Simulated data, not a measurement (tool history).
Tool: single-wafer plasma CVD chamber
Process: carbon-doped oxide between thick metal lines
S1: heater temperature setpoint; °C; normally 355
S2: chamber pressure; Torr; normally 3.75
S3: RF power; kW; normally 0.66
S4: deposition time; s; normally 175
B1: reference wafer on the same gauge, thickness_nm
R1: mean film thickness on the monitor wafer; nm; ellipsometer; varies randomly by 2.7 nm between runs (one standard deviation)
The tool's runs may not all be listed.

run 1 day=0 | S1=355 S2=4.13 S3=0.66 S4=193 | B1=1180.168 | R1=1081.922
run 2 day=0.454 | S1=355 S2=3.22 S3=0.66 S4=194 | B1=1179.537 | R1=1063.509
run 3 day=0.912 | S1=355 S2=3.22 S3=0.66 S4=194 | B1=1178.314 | R1=1058.203
run 4 day=1.308 | S1=355 S2=3.22 S3=0.66 S4=194 | B1=1178.954 | R1=1067.006
run 5 day=1.796 | S1=355 S2=3.75 S3=0.66 S4=175 | B1=1179.792 | R1=971.5
run 6 day=2.371 | S1=355 S2=3.75 S3=0.66 S4=175 | B1=1180.168 | R1=972.472
run 7 day=3.325 | S1=355 S2=4.48 S3=0.66 S4=162 | B1=1180.994 | R1=913.082
run 8 day=3.738 | S1=355 S2=4.48 S3=0.66 S4=162 | B1=1179.884 | R1=916.784
run 9 day=5.508 | S1=355 S2=4.48 S3=0.66 S4=162 | B1=1180.288 | R1=915.486
run 10 day=6.033 | S1=355 S2=3.75 S3=0.66 S4=194 | B1=1179.588 | R1=1078.413
run 11 day=6.808 | S1=361 S2=3.75 S3=0.66 S4=175 | B1=1179.894 | R1=1000.629
run 12 day=6.821 | S1=343 S2=3.75 S3=0.755 S4=175 | B1=1180.873 | R1=1167.702
run 13 day=7.129 | S1=362 S2=3.75 S3=0.66 S4=175 | B1=1180.637 | R1=991.229
run 14 day=7.554 | S1=355 S2=3.23 S3=0.66 S4=175 | B1=1180.593 | R1=984.663
run 15 day=7.925 | S1=355 S2=3.75 S3=0.66 S4=175 | B1=1179.279 | R1=1004.375
run 16 day=8.35 | S1=355 S2=3.75 S3=0.66 S4=175 | B1=1179.873 | R1=1001.724
run 17 day=9.071 | S1=362 S2=4.52 S3=0.66 S4=175 | B1=1180.922 | R1=1006.066
run 18 day=9.638 | S1=355 S2=3.75 S3=0.66 S4=175 | B1=1180.187 | R1=996.128
run 19 day=9.925 | S1=364 S2=4.12 S3=0.57 S4=175 | B1=1179.359 | R1=853.513
run 20 day=10.496 | S1=362 S2=3.75 S3=0.775 S4=175 | B1=1179.838 | R1=1114.527

Taken out of this log: 5 entries between the listed runs. Where each belongs, and how the hidden state differs across it:
Runs 6 to 7: thermocouple changed; heater temperature recalibrated (day 3.304)
  delivered RF power above the setpoint (%): -7.8 -> -7.86
  difference, measured minus the result without the unlogged condition, R1: -42.444 -> -40.192 nm
Runs 9 to 10: capacitance manometer re-zeroed and calibrated (day 6.012)
  delivered RF power above the setpoint (%): -7.98 -> -8.01
  difference, measured minus the result without the unlogged condition, R1: -40.982 -> -48.448 nm
Runs 10 to 11: showerhead replaced, of another model than before (day 6.454); gauge calibrated (day 6.762); RF generator calibrated (day 6.788)
  delivered RF power above the setpoint (%): -8.01 -> -0.297
  difference, measured minus the result without the unlogged condition, R1: -48.448 -> -2.599 nm
